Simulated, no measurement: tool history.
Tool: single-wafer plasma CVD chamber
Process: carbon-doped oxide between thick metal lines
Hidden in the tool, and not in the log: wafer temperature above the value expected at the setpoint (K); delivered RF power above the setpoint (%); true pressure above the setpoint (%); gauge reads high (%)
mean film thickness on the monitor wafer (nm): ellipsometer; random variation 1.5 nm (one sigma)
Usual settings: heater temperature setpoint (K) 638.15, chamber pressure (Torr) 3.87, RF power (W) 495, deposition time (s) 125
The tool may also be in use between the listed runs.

run,hour,heater temperature setpoint (K),chamber pressure (Torr),RF power (W),deposition time (s),wafers since the last listed run,hours since the last thermocouple change,hours since the last RF generator calibration,hours since the last manometer calibration,hours since the showerhead was replaced,hours since the gauge calibration,"read-back reference wafer on the same gauge, thickness_nm",mean film thickness on the monitor wafer (nm)
1,0.0,638.15,3.87,495,125,0,651.1,1372.3,1254.8,6761.9,1948.6,535.448,617.002
2,34.8,638.15,3.87,495,125,445,685.9,1407.1,1289.6,6796.7,1983.4,535.130,619.265
3,60.0,638.15,3.87,495,125,322,711.1,1432.3,1314.8,6821.9,2008.6,534.697,618.072
4,86.7,638.15,3.87,495,125,341,737.8,1459.0,1341.5,6848.6,2035.3,534.776,614.474
# hour 93.3: gauge calibrated
5,115.7,638.15,3.87,560,109,371,766.8,1488.0,1370.5,6877.6,22.4,535.097,585.657
6,185.4,638.15,3.87,560,109,892,836.5,1557.7,1440.2,6947.3,92.1,534.858,586.658
7,218.6,638.15,3.87,495,125,425,869.7,1590.9,1473.4,6980.5,125.3,534.770,614.949
8,247.8,638.15,3.87,495,125,374,898.9,1620.1,1502.6,7009.7,154.5,534.585,615.641
9,284.4,638.15,3.87,470,109,468,935.5,1656.7,1539.2,7046.3,191.1,535.468,517.475
# hour 295.1: showerhead replaced
# hour 337.4: RF generator calibrated
10,344.7,629.15,4.72,585,138,567,995.8,7.3,1599.5,49.6,251.4,535.392,814.236
11,414.0,629.15,4.72,585,138,887,1065.1,76.6,1668.8,118.9,320.7,534.851,811.404
# hour 465.7: capacitance manometer re-zeroed and calibrated
12,466.2,649.15,4.28,495,125,566,1117.3,128.8,0.5,171.1,372.9,534.514,613.387
13,505.3,638.15,3.87,495,125,500,1156.4,167.9,39.6,210.2,412.0,534.756,621.054
14,570.2,625.15,3.87,465,103,831,1221.3,232.8,104.5,275.1,476.9,534.803,503.001
15,596.9,638.15,3.54,460,133,341,1248.0,259.5,131.2,301.8,503.6,535.048,619.088
16,662.6,626.15,3.87,400,125,841,1313.7,325.2,196.9,367.5,569.3,535.233,534.501
17,726.1,638.15,3.87,535,125,813,1377.2,388.7,260.4,431.0,632.8,534.965,656.815
18,764.5,650.15,3.28,495,125,491,1415.6,427.1,298.8,469.4,671.2,535.266,594.089
19,827.7,638.15,3.87,545,125,809,1478.8,490.3,362.0,532.6,734.4,534.969,663.992
# hour 877.0: thermocouple changed; heater temperature recalibrated
20,889.1,638.15,4.44,495,117,683,12.1,551.7,423.4,594.0,795.8,534.810,591.109
21,948.6,645.15,4.78,420,114,762,71.6,611.2,482.9,653.5,855.3,534.989,503.211
22,1019.5,638.15,3.87,495,125,908,142.5,682.1,553.8,724.4,926.2,535.097,622.657
23,1060.2,638.15,4.33,465,112,521,183.2,722.8,594.5,765.1,966.9,534.518,539.649
24,1088.8,633.15,4.79,540,106,366,211.8,751.4,623.1,793.7,995.5,534.686,586.959
25,1137.1,638.15,2.97,555,125,618,260.1,799.7,671.4,842.0,1043.8,534.957,655.348
26,1173.2,638.15,3.87,495,125,462,296.2,835.8,707.5,878.1,1079.9,535.370,622.731
27,1244.8,628.15,2.95,495,125,917,367.8,907.4,779.1,949.7,1151.5,534.972,617.880
28,1276.8,638.15,3.44,495,125,409,399.8,939.4,811.1,981.7,1183.5,534.610,612.716
29,1326.6,634.15,3.87,405,148,637,449.6,989.2,860.9,1031.5,1233.3,535.139,626.872

The tool's hidden state at each run:
wafer temperature above the value expected at the setpoint (K): 0 in every run
gauge reads high (%): 0 in every run
H1: delivered RF power above the setpoint (%)
H2: true pressure above the setpoint (%)
run,H1,H2
1,-2.1,8.33
2,-2.18,8.38
3,-2.24,8.41
4,-2.3,8.44
5,-2.37,8.48
6,-2.54,8.55
7,-2.62,8.59
8,-2.7,8.61
9,-2.79,8.65
10,-0.317,8.69
11,-0.322,8.74
12,-0.331,0.704
13,-0.34,1.31
14,-0.361,2.22
15,-0.371,2.57
16,-0.402,3.34
17,-0.438,4
18,-0.463,4.37
19,-0.51,4.91
20,-0.561,5.37
21,-0.616,5.78
22,-0.689,6.2
23,-0.735,6.42
24,-0.769,6.56
25,-0.829,6.79
26,-0.876,6.95
27,-0.976,7.22
28,-1.02,7.34
29,-1.1,7.5
